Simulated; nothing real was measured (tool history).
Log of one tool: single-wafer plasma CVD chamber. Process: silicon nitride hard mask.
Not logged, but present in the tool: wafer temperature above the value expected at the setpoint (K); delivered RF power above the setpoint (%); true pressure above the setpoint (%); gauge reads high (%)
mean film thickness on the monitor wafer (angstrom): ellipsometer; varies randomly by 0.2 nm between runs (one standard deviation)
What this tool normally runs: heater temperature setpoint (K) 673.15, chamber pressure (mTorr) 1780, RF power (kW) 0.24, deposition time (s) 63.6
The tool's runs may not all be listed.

run,hour,heater temperature setpoint (K),chamber pressure (mTorr),RF power (kW),deposition time (s),wafers since the last listed run,hours since the last thermocouple change,hours since the last RF generator calibration,hours since the last manometer calibration,hours since the showerhead was replaced,hours since the gauge calibration,"read-back reference wafer on the same gauge, thickness_nm",mean film thickness on the monitor wafer (angstrom)
1,0,673.15,1780,0.275,63.6,0,1082.5,2841.4,819.4,3204.3,558.6,70.455,721.25
2,28.9,673.15,1780,0.24,63.6,432,1111.4,2870.3,848.3,3233.2,587.5,70.602,664.67
# hour 60.4: capacitance manometer re-zeroed and calibrated
3,63.5,673.15,1780,0.24,63.6,398,1146,2904.9,3.1,3267.8,622.1,70.733,667.61
4,96.8,681.15,1780,0.24,73.4,498,1179.3,2938.2,36.4,3301.1,655.4,70.794,770.89
# hour 134.3: RF generator calibrated
5,134.8,681.15,1780,0.24,73.4,449,1217.3,0.5,74.4,3339.1,693.4,70.805,770.21
6,186.9,681.15,1780,0.24,73.4,780,1269.4,52.6,126.5,3391.2,745.5,71.082,768.73
7,199.3,665.15,1780,0.24,63.6,185,1281.8,65,138.9,3403.6,757.9,70.986,671.45
8,234,678.15,1600,0.195,63.6,519,1316.5,99.7,173.6,3438.3,792.6,71.098,576.11
9,248,673.15,1780,0.24,63.6,209,1330.5,113.7,187.6,3452.3,806.6,71.181,670.86
# hour 272.8: showerhead replaced
10,279.8,684.15,1780,0.26,63.6,356,1362.3,145.5,219.4,7,838.4,71.314,700.89
# hour 316: thermocouple changed; heater temperature recalibrated
11,339.8,673.15,1780,0.19,70.8,778,23.8,205.5,279.4,67,898.4,71.623,661.43
12,354.6,673.15,1780,0.24,63.6,221,38.6,220.3,294.2,81.8,913.2,71.578,677.6
13,372.7,687.15,1780,0.24,63.6,270,56.7,238.4,312.3,99.9,931.3,71.749,672.17
14,398.7,665.15,1940,0.24,76.3,389,82.7,264.4,338.3,125.9,957.3,71.893,838.1
15,430.4,678.15,1360,0.22,72.7,474,114.4,296.1,370,157.6,989,71.845,673.25
16,442.9,673.15,1780,0.24,63.6,187,126.9,308.6,382.5,170.1,1001.5,71.888,681.73
# hour 466.5: gauge calibrated
17,516.1,673.15,1780,0.24,63.6,1095,200.1,381.8,455.7,243.3,49.6,69.679,658.67
18,549.5,673.15,1780,0.275,63.6,500,233.5,415.2,489.1,276.7,83,69.696,710.99
19,564.5,673.15,2060,0.24,63.6,224,248.5,430.2,504.1,291.7,98,69.756,685.77
20,584.9,673.15,1780,0.225,66.8,305,268.9,450.6,524.5,312.1,118.4,69.693,666.18
21,649.8,687.15,1780,0.24,63.6,971,333.8,515.5,589.4,377,183.3,69.831,653.71
22,664.4,664.15,1780,0.24,63.6,218,348.4,530.1,604,391.6,197.9,69.803,663.91
23,687.7,667.15,1780,0.24,63.6,348,371.7,553.4,627.3,414.9,221.2,69.752,660.22
24,714.7,668.15,1780,0.24,63.6,404,398.7,580.4,654.3,441.9,248.2,69.854,660.5
25,736.1,673.15,1670,0.24,63.6,320,420.1,601.8,675.7,463.3,269.6,69.795,648.97
26,766.3,673.15,1780,0.24,63.6,452,450.3,632,705.9,493.5,299.8,69.825,660.83
27,794.1,673.15,1780,0.24,63.6,416,478.1,659.8,733.7,521.3,327.6,69.866,662.65
28,818.7,673.15,1780,0.22,63.6,368,502.7,684.4,758.3,545.9,352.2,69.871,629.9

Alternative continuations, all from the tool just after run 28; predict every row:
A,819.1,673.15,1780,0.24,63.6,5,503.1,684.8,758.7,546.3,352.6,?,?
B,819.1,673.15,1360,0.24,57.5,5,503.1,684.8,758.7,546.3,352.6,?,?
C,819.1,673.15,1780,0.28,68.7,5,503.1,684.8,758.7,546.3,352.6,?,?
D,819.1,673.15,1780,0.205,63.6,5,503.1,684.8,758.7,546.3,352.6,?,?
E,819.1,673.15,1780,0.24,54.2,5,503.1,684.8,758.7,546.3,352.6,?,?

run,"read-back reference wafer on the same gauge, thickness_nm",mean film thickness on the monitor wafer (angstrom)
A,69.992,659.03
B,69.992,543.8
C,69.992,776.32
D,69.992,602.96
E,69.992,561.78
Stripped of hidden state, with their random variation kept, the same runs would have yielded:
run,mean film thickness on the monitor wafer (angstrom)
A,659.63
B,544.29
C,777.03
D,603.51
E,562.29
